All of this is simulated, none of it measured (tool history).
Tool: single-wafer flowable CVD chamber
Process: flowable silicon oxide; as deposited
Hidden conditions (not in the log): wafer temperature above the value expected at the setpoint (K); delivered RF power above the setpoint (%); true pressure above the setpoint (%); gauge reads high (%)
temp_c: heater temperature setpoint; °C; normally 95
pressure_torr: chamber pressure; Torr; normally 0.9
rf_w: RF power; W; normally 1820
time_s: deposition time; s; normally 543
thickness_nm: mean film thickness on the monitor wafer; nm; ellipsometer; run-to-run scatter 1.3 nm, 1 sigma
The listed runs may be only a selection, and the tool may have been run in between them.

| run | hour | temp_c | pressure_torr | rf_w | time_s | wafers since the last listed run | hours since the last thermocouple change | hours since the last RF generator calibration | hours since the last manometer calibration | hours since the showerhead was replaced | hours since the gauge calibration | read-back reference wafer on the same gauge, thickness_nm | thickness_nm |
|---|---|---|---|---|---|---|---|---|---|---|---|---|---|
| 1 | 0 | 95 | 0.9 | 1820 | 604 | 0 | 1791.5 | 1562.8 | 1260.1 | 4493.1 | 538.2 | 393.301 | 533.193 |
| 2 | 16.7 | 95 | 0.9 | 1820 | 604 | 58 | 1808.2 | 1579.5 | 1276.8 | 4509.8 | 554.9 | 393.213 | 531.562 |
|  | 31.3 | capacitance manometer re-zeroed and calibrated |
| 3 | 31.8 | 95 | 0.9 | 1820 | 604 | 25 | 1823.3 | 1594.6 | 0.5 | 4524.9 | 570 | 393.193 | 494.887 |
| 4 | 41.3 | 95 | 0.9 | 1820 | 543 | 33 | 1832.8 | 1604.1 | 10 | 4534.4 | 579.5 | 393.034 | 446.496 |
| 5 | 51.9 | 95 | 0.9 | 1820 | 543 | 37 | 1843.4 | 1614.7 | 20.6 | 4545 | 590.1 | 393.076 | 445.429 |
| 6 | 59.5 | 95 | 0.9 | 1820 | 543 | 26 | 1851 | 1622.3 | 28.2 | 4552.6 | 597.7 | 392.724 | 444.184 |
|  | 68.9 | showerhead replaced, of another model than before |
| 7 | 74.3 | 95 | 0.9 | 1820 | 543 | 24 | 1865.8 | 1637.1 | 43 | 5.4 | 612.5 | 392.886 | 446.436 |
| 8 | 91 | 101 | 0.9 | 1820 | 543 | 58 | 1882.5 | 1653.8 | 59.7 | 22.1 | 629.2 | 392.686 | 368.343 |
|  | 104.6 | RF generator calibrated |
| 9 | 105.1 | 108 | 0.9 | 2095 | 543 | 21 | 1896.6 | 0.5 | 73.8 | 36.2 | 643.3 | 393.165 | 294.978 |
| 10 | 116.3 | 84 | 0.749 | 2070 | 543 | 39 | 1907.8 | 11.7 | 85 | 47.4 | 654.5 | 392.762 | 566.498 |
| 11 | 127.3 | 95 | 0.9 | 1520 | 543 | 38 | 1918.8 | 22.7 | 96 | 58.4 | 665.5 | 392.972 | 432.218 |
|  | 137.6 | gauge calibrated |
| 12 | 143.6 | 95 | 0.686 | 2050 | 543 | 57 | 1935.1 | 39 | 112.3 | 74.7 | 6 | 392.696 | 380.205 |
| 13 | 152.6 | 99 | 0.9 | 1970 | 591 | 31 | 1944.1 | 48 | 121.3 | 83.7 | 15 | 393.149 | 429.679 |
| 14 | 164.5 | 101 | 1.065 | 1955 | 513 | 42 | 1956 | 59.9 | 133.2 | 95.6 | 26.9 | 392.945 | 393.768 |
| 15 | 171.1 | 86 | 0.9 | 1915 | 543 | 23 | 1962.6 | 66.5 | 139.8 | 102.2 | 33.5 | 393.026 | 591.99 |
| 16 | 179.6 | 95 | 0.9 | 1820 | 543 | 30 | 1971.1 | 75 | 148.3 | 110.7 | 42 | 393.088 | 444.739 |
| 17 | 192.3 | 95 | 1.124 | 1820 | 543 | 44 | 1983.8 | 87.7 | 161 | 123.4 | 54.7 | 392.722 | 519.744 |
| 18 | 204.3 | 102 | 0.96 | 1995 | 602 | 42 | 1995.8 | 99.7 | 173 | 135.4 | 66.7 | 393.075 | 414.921 |

The next listed run, before its measurement:
| 19 | 210.6 | 110 | 1.009 | 1820 | 543 | 22 | 2002.1 | 106 | 179.3 | 141.7 | 73 | ? | ? |

Logged for run 19: read-back reference wafer on the same gauge, thickness_nm 393.054, thickness_nm 294.044 nm.
With the hidden condition absent and the run-to-run variation left alone, this run would have shown thickness_nm 295.218 nm.

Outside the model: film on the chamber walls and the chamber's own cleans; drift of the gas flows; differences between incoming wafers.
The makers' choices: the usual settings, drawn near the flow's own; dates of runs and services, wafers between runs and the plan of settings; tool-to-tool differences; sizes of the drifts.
